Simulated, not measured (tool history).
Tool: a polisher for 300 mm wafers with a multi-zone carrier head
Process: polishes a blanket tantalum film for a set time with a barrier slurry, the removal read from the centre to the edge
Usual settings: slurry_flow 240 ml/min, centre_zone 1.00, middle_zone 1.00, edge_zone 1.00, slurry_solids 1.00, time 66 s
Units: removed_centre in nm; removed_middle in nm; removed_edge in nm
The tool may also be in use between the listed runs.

run	hour	slurry_flow	centre_zone	middle_zone	edge_zone	slurry_solids	time	incoming thickness of the incoming film, nm	removed_centre	removed_middle	removed_edge
1	0.0	290	0.95	1.00	1.00	1.00	66	346.7	85.4	89.6	89.4
# hour 29.9: worn pad replaced by a new one
2	81.4	290	0.95	1.00	1.00	1.00	66	344.3	90.7	94.3	92.2
3	124.3	290	0.95	1.00	1.00	1.00	66	353.9	87.7	92.6	89.9
4	156.8	240	1.00	1.00	1.00	1.00	66	351.2	90.1	88.9	88.7
# hour 181.8: worn pad replaced by a new one
# hour 208.5: centre zone pressure recalibrated
5	218.7	240	1.00	1.00	1.00	1.00	66	343.3	94.3	92.9	90.5
6	277.8	240	1.00	1.00	1.00	1.00	66	353.8	88.2	88.7	88.2
7	311.4	185	1.00	1.00	1.00	1.00	66	346.2	86.1	83.7	84.2
# hour 322.2: slurry nozzle cleaned
# hour 325.0: worn pad replaced by a new one
8	375.0	240	1.00	1.00	1.00	1.00	66	349.7	92.9	93.8	92.1
# hour 405.5: edge zone pressure recalibrated
9	433.6	240	1.00	1.00	1.00	1.00	66	345.7	87.7	89.4	88.1
10	479.4	175	1.00	1.06	1.00	1.00	66	350.2	84.2	86.9	84.7
# hour 496.1: worn pad replaced by a new one
# hour 500.2: carrier head's membrane replaced by a new one, of another model than before
11	533.8	205	0.96	0.89	1.00	1.00	66	348.1	89.6	88.1	92.2
# hour 560.6: centre zone pressure recalibrated
12	565.5	240	0.97	1.12	1.00	1.20	57	350.6	79.8	84.8	81.5
13	619.2	240	1.00	0.92	1.00	1.00	66	350.0	89.5	86.2	88.8
# hour 645.0: worn pad replaced by a new one
14	668.0	240	1.00	1.00	1.00	1.00	66	354.7	95.2	96.6	96.3
15	714.6	240	1.00	1.04	1.00	1.25	66	352.5	95.7	97.2	92.9
16	767.5	240	1.00	1.00	1.00	0.85	66	346.4	88.0	86.0	87.4

Forecast each of these 3 alternatives for the next run:
A	767.9	240	1.00	1.00	1.00	1.00	66	357.1	?	?	?
B	767.9	240	1.00	1.07	1.06	1.00	66	357.1	?	?	?
C	767.9	240	1.00	0.97	0.90	0.85	77	357.1	?	?	?

run	removed_centre	removed_middle	removed_edge
A	88.3	88.0	89.6
B	88.3	90.3	93.1
C	100.3	98.9	95.0
Without the tool's hidden state the same runs would have given:
run	removed_centre	removed_middle	removed_edge
A	99.8	99.4	101.2
B	99.8	102.0	105.1
C	113.3	111.7	107.4
